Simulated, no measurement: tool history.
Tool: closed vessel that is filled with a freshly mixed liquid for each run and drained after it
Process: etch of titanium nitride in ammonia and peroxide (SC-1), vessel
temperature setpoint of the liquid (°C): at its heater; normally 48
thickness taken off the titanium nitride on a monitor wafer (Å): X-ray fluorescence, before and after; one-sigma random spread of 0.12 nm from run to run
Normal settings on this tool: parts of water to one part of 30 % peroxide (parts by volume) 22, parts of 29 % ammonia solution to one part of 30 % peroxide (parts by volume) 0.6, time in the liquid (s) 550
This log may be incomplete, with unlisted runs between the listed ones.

run,hour,temperature setpoint of the liquid (°C),parts of water to one part of 30 % peroxide (parts by volume),parts of 29 % ammonia solution to one part of 30 % peroxide (parts by volume),time in the liquid (s),"read-back film thickness of the titanium nitride reference wafer, read on the same gauge (nm)",thickness taken off the titanium nitride on a monitor wafer (Å)
1,0,48,22,0.6,550,90.03,263
2,104.8,48,18.5,0.6,550,90,289.1
3,208.9,48,18.5,0.6,550,90,289.7
4,316.8,48,22,0.6,550,90.02,262.9
# hour 350.5: new drum of ammonia solution connected
5,399.3,48,22,0.6,550,90.01,264.6
# hour 400.5: gauge calibrated
6,478.9,48,22,0.6,550,89.98,264.7
7,516,44,22,0.6,310,90.03,112.7
8,594.8,48,22,0.6,375,90,179.4
# hour 609.1: thermometer replaced
9,631.4,41.5,27,0.4,780,89.99,187.6
# hour 696: ammonia flow meter replaced
10,696.4,48,22,0.6,830,89.99,394.6
11,781.7,42,14,0.6,550,90.02,217
12,847.9,42,14,0.6,550,89.98,218.2
13,916.4,48,22,0.6,550,90.02,261.4
14,979,54.5,22,0.45,550,89.99,385.9
15,1032.9,57.5,22,0.6,550,90.01,503.8
16,1102.7,48,22,0.6,550,89.99,261.9
17,1205,48,22,0.8,550,90,276
18,1294,48,22,0.6,750,90,355.9
19,1441.2,44,12,0.45,655,89.96,312.1
# hour 1512.5: new drum of ammonia solution connected
20,1736.5,53,31.5,0.6,375,90.02,204.8
21,2055.5,48,22,0.6,550,90.01,260.8
22,2143.1,57,22,0.7,550,89.99,498.5

The next listed run, before its measurement:
23,2204.5,56.5,22,0.4,550,?,?

Run 23 yielded read-back film thickness of the titanium nitride reference wafer, read on the same gauge (nm) 89.98, thickness taken off the titanium nitride on a monitor wafer (Å) 438.2.
Without the tool's hidden state the same run would have given thickness taken off the titanium nitride on a monitor wafer (Å) 438.8.
